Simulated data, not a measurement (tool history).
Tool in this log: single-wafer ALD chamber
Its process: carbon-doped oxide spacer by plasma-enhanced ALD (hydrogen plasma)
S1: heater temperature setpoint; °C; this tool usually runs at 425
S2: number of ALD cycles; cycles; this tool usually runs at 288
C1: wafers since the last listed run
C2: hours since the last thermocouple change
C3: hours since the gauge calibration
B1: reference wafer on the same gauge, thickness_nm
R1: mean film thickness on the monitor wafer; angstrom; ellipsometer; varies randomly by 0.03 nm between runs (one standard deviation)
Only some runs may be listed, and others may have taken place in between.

run   hour   S1   S2  C1      C2     C3      B1      R1
  1      0  417  288   0   649.9    336  11.396  125.57
  2   13.6  425  288  10   663.5  349.6  11.402  122.21
  3   26.8  425  288  10   676.7  362.8  11.393  122.19
  4   43.7  425  288  12   693.6  379.7  11.401   122.1
  5   51.9  433  245   6   701.8  387.9    11.4  101.02
  6   60.1  434  288   6     710  396.1  11.409  117.82
  7   71.3  434  288   8   721.2  407.3  11.401  118.08
  8   86.2  434  288  11   736.1  422.2  11.405   117.7
  9   92.5  416  288   4   742.4  428.5  11.408   126.3
 10  109.8  416  288  13   759.7  445.8  11.405  126.41
 11    122  416  288   9   771.9    458  11.402  126.85
 12  138.3  416  319  12   788.2  474.3    11.4  140.22
 13    153  425  288  11   802.9    489  11.406  121.89
 14  165.2  425  288   9   815.1  501.2    11.4   122.8
 15  178.5  425  288  10   828.4  514.5  11.395   122.3
 16  190.3  425  248   9   840.2  526.3  11.401     105
 17    199  425  248   6   848.9    535  11.407  106.06
 18    234  425  288  26   883.9    570    11.4   122.5
 19    246  425  288   9   895.9    582  11.393  122.88
 20  257.9  425  288   9   907.8  593.9  11.392  123.08
 21  264.1  425  288   4     914  600.1  11.408   122.8
 22  279.8  425  288  12   929.7  615.8  11.401  122.73
 23  294.8  431  304  11   944.7  630.8  11.401  126.99
 24  306.6  416  266   9   956.5  642.6  11.399  117.06
     321.4  -- gauge calibrated
 25  323.2  417  345  12   973.1    1.8  11.392  151.46
 26  338.2  425  266  11   988.1   16.8  11.403     114
 27  384.2  430  311  35  1034.1   62.8  11.397  130.68
 28  399.1  425  310  11    1049   77.7  11.404  132.74
 29  411.2  439  231   9  1061.1   89.8  11.392    93.9
 30  421.2  437  336   7  1071.1   99.8  11.401  137.52
 31  435.2  434  310  10  1085.1  113.8  11.399  128.96
     454.2  -- thermocouple changed; heater temperature recalibrated
 32  454.7  425  288   8     0.5  133.3  11.398  121.27
 33  463.3  432  254   6     9.1  141.9  11.407   104.3
 34  469.6  425  340   4    15.4  148.2  11.408  144.22
 35  478.2  425  342   6      24  156.8  11.396  144.76
 36    490  429  317   9    35.8  168.6    11.4  132.28
 37  501.9  425  288   9    47.7  180.5  11.389  121.59
 38  513.7  425  321   9    59.5  192.3  11.399  135.63
 39  521.8  411  243   6    67.6  200.4  11.408  108.06
 40    534  416  265   9    79.8  212.6  11.409  115.69
 41  544.3  425  246   7    90.1  222.9  11.396   104.1
 42  595.6  425  288  39   141.4  274.2  11.392  121.43
 43  603.7  425  326   6   149.5  282.3  11.403  137.77
 44  614.8  419  304   8   160.6  293.4  11.396  131.02
 45  629.1  425  288  10   174.9  307.7  11.394  121.93

Branching from run 45: 5 alternative next runs. What would each branch give?
  A  629.9  425  255   0  175.7  308.5   ?   ?
  B  629.9  434  342   0  175.7  308.5   ?   ?
  C  629.9  438  288   0  175.7  308.5   ?   ?
  D  629.9  419  316   0  175.7  308.5   ?   ?
  E  629.9  431  322   0  175.7  308.5   ?   ?

run      B1      R1
  A  11.397  107.87
  B  11.397  139.87
  C  11.397  115.99
  D  11.397  136.63
  E  11.397   133.2
Without the tool's hidden state the same runs would have given:
run      R1
  A  107.48
  B  139.35
  C  115.56
  D  136.15
  E  132.71
